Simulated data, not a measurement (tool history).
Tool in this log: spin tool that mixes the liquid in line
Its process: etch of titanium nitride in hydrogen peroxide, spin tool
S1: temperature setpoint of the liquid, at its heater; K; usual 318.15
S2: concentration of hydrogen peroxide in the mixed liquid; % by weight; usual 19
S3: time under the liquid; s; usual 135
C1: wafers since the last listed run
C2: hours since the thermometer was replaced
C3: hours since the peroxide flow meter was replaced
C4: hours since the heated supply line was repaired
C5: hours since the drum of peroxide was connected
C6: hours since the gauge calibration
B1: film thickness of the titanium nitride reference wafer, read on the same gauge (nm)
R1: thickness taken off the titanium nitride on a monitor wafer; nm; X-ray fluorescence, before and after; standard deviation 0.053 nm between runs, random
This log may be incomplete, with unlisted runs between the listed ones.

Run 1, hour 0: usual settings but S3 110 s; C1 0; C2 1697; C3 1788.3; C4 2093.1; C5 1292.1; C6 222.8; B1 70.02. Result: R1 4.92 nm.
Run 2, hour 80.3: usual settings; C1 579; C2 1777.3; C3 1868.6; C4 2173.4; C5 1372.4; C6 303.1; B1 70.01. Result: R1 5.97 nm.
Run 3, hour 107.3: usual settings; C1 194; C2 1804.3; C3 1895.6; C4 2200.4; C5 1399.4; C6 330.1; B1 70. Result: R1 5.95 nm.
Run 4, hour 140.7: usual settings; C1 241; C2 1837.7; C3 1929; C4 2233.8; C5 1432.8; C6 363.5; B1 70. Result: R1 5.97 nm.
Run 5, hour 216.4: usual settings; C1 546; C2 1913.4; C3 2004.7; C4 2309.5; C5 1508.5; C6 439.2; B1 70.01. Result: R1 5.97 nm.
At hour 218.8: heated supply line repaired.
Run 6, hour 250.4: usual settings; C1 238; C2 1947.4; C3 2038.7; C4 31.6; C5 1542.5; C6 473.2; B1 70.01. Result: R1 7.23 nm.
At hour 256.6: gauge calibrated.
Run 7, hour 270.9: usual settings; C1 147; C2 1967.9; C3 2059.2; C4 52.1; C5 1563; C6 14.3; B1 70.01. Result: R1 7.34 nm.
Run 8, hour 304.7: usual settings; C1 243; C2 2001.7; C3 2093; C4 85.9; C5 1596.8; C6 48.1; B1 69.99. Result: R1 7.29 nm.
At hour 316.9: new drum of peroxide connected.
Run 9, hour 320.3: usual settings but S1 312.15 K, S2 14.5 % by weight, S3 85 s; C1 105; C2 2017.3; C3 2108.6; C4 101.5; C5 3.4; C6 63.7; B1 70.02. Result: R1 2.74 nm.
At hour 331.4: peroxide flow meter replaced.
At hour 369.7: thermometer replaced.
Run 10, hour 408.5: usual settings but S1 313.15 K, S2 17 % by weight, S3 55 s; C1 622; C2 38.8; C3 77.1; C4 189.7; C5 91.6; C6 151.9; B1 70.02. Result: R1 1.95 nm.
Run 11, hour 425.7: usual settings but S1 323.65 K; C1 124; C2 56; C3 94.3; C4 206.9; C5 108.8; C6 169.1; B1 69.99. Result: R1 10.78 nm.
Run 12, hour 458.4: usual settings but S1 322.65 K, S3 55 s; C1 236; C2 88.7; C3 127; C4 239.6; C5 141.5; C6 201.8; B1 70. Result: R1 4.14 nm.
Run 13, hour 484.6: usual settings but S1 328.15 K, S2 22 % by weight, S3 170 s; C1 189; C2 114.9; C3 153.2; C4 265.8; C5 167.7; C6 228; B1 70.03. Result: R1 18.9 nm.
Run 14, hour 507.9: usual settings but S3 70 s; C1 168; C2 138.2; C3 176.5; C4 289.1; C5 191; C6 251.3; B1 70.01. Result: R1 3.68 nm.
Run 15, hour 523.3: usual settings; C1 111; C2 153.6; C3 191.9; C4 304.5; C5 206.4; C6 266.7; B1 70.02. Result: R1 7.12 nm.
Run 16, hour 539: usual settings but S2 14.5 % by weight, S3 190 s; C1 113; C2 169.3; C3 207.6; C4 320.2; C5 222.1; C6 282.4; B1 70. Result: R1 9.37 nm.

Here are 5 independent what-if runs from the current tool condition. What would each one return?
Run A, hour 539.5: usual settings; C1 3; C2 169.8; C3 208.1; C4 320.7; C5 222.6; C6 282.9; B1 ?. Result: R1 ?.
Run B, hour 539.5: usual settings but S1 327.15 K, S3 115 s; C1 3; C2 169.8; C3 208.1; C4 320.7; C5 222.6; C6 282.9; B1 ?. Result: R1 ?.
Run C, hour 539.5: usual settings but S1 325.15 K; C1 3; C2 169.8; C3 208.1; C4 320.7; C5 222.6; C6 282.9; B1 ?. Result: R1 ?.
Run D, hour 539.5: usual settings but S1 322.65 K, S2 23 % by weight, S3 165 s; C1 3; C2 169.8; C3 208.1; C4 320.7; C5 222.6; C6 282.9; B1 ?. Result: R1 ?.
Run E, hour 539.5: usual settings but S3 90 s; C1 3; C2 169.8; C3 208.1; C4 320.7; C5 222.6; C6 282.9; B1 ?. Result: R1 ?.

run     B1     R1
  A  69.99   7.13
  B  69.99  11.69
  C  69.99   11.9
  D  69.99  12.65
  E  69.99   4.75
Without the tool's unlogged condition, the same runs would have read:
run     R1
  A   7.43
  B  12.15
  C  12.38
  D  13.17
  E   4.95
